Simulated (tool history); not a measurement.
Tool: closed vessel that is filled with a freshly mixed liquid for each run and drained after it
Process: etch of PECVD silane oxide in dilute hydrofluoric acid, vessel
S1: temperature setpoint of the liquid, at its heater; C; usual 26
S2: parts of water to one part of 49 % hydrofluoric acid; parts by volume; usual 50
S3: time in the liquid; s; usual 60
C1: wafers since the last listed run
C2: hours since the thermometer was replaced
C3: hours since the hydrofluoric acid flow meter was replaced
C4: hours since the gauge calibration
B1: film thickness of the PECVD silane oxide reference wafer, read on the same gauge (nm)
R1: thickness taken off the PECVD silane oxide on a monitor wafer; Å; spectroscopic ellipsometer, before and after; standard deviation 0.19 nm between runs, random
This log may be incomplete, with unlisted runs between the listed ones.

run,hour,S1,S2,S3,C1,C2,C3,C4,B1,R1
1,0,26,35,60,0,1328.9,1271,242.2,110.05,845.9
2,20.8,26,50,60,1628,1349.7,1291.8,263,110.02,581.3
3,38.9,26,50,60,1416,1367.8,1309.9,281.1,110.05,579.3
4,52.4,26,50,60,1056,1381.3,1323.4,294.6,110,578.8
5,88.3,26,50,60,2810,1417.2,1359.3,330.5,110.05,580.9
6,113.9,26,50,60,2003,1442.8,1384.9,356.1,109.97,579.4
7,126.5,26,65,60,986,1455.4,1397.5,368.7,109.96,438.1
8,148.2,26,65,60,1698,1477.1,1419.2,390.4,109.99,437.1
9,175.6,26,65,60,2144,1504.5,1446.6,417.8,110.02,438.3
10,211.1,26,50,60,2778,1540,1482.1,453.3,110,581.8
11,226.2,26,50,60,1181,1555.1,1497.2,468.4,110.02,578.5
# hour 238: gauge calibrated
12,261.6,26,50,60,2771,1590.5,1532.6,23.6,109.99,581.1
13,284.1,26,70,60,1761,1613,1555.1,46.1,109.98,406.4
14,309.4,26,50,60,1980,1638.3,1580.4,71.4,110,581.7
15,327.1,26,50,60,1385,1656,1598.1,89.1,110.02,577.3
16,341.5,26,50,60,1127,1670.4,1612.5,103.5,109.99,580.5
# hour 344.3: thermometer replaced
17,374.8,27.5,50,90,2528,30.5,1645.8,136.8,110.03,921.3
18,388.9,27.5,50,60,1103,44.6,1659.9,150.9,110.02,618.9
19,419.5,24.5,60,30,2395,75.2,1690.5,181.5,110.02,226.5
20,443.3,21,50,80,1862,99,1714.3,205.3,109.97,629.8
21,466.8,26,40,60,1839,122.5,1737.8,228.8,109.99,737.4
22,493.7,26,50,60,2105,149.4,1764.7,255.7,109.99,582.5
23,518.5,30.5,30,95,1941,174.2,1789.5,280.5,109.98,1896.3
24,549.3,27.5,40,70,2410,205,1820.3,311.3,109.95,910.3
# hour 567.3: hydrofluoric acid flow meter replaced
25,582.6,21,45,40,2528,238.3,15.3,344.6,109.97,352.1
26,617.8,26,60,35,2755,273.5,50.5,379.8,110,278.6
27,645.3,26,60,80,2152,301,78,407.3,110.01,637.9
28,668.3,28.5,70,45,1800,324,101,430.3,110,333.9
29,687.8,26,50,60,1526,343.5,120.5,449.8,110.01,581.2
30,710.2,23.5,40,40,1753,365.9,142.9,472.2,109.99,442.1

Exercise: give the hidden state of the tool at every run:
liquid hotter than its thermometer reads (K): 0 across all the runs
hydrofluoric acid flow above the setpoint (%): 0 across all the runs
gauge reads high (%): 0 across all the runs
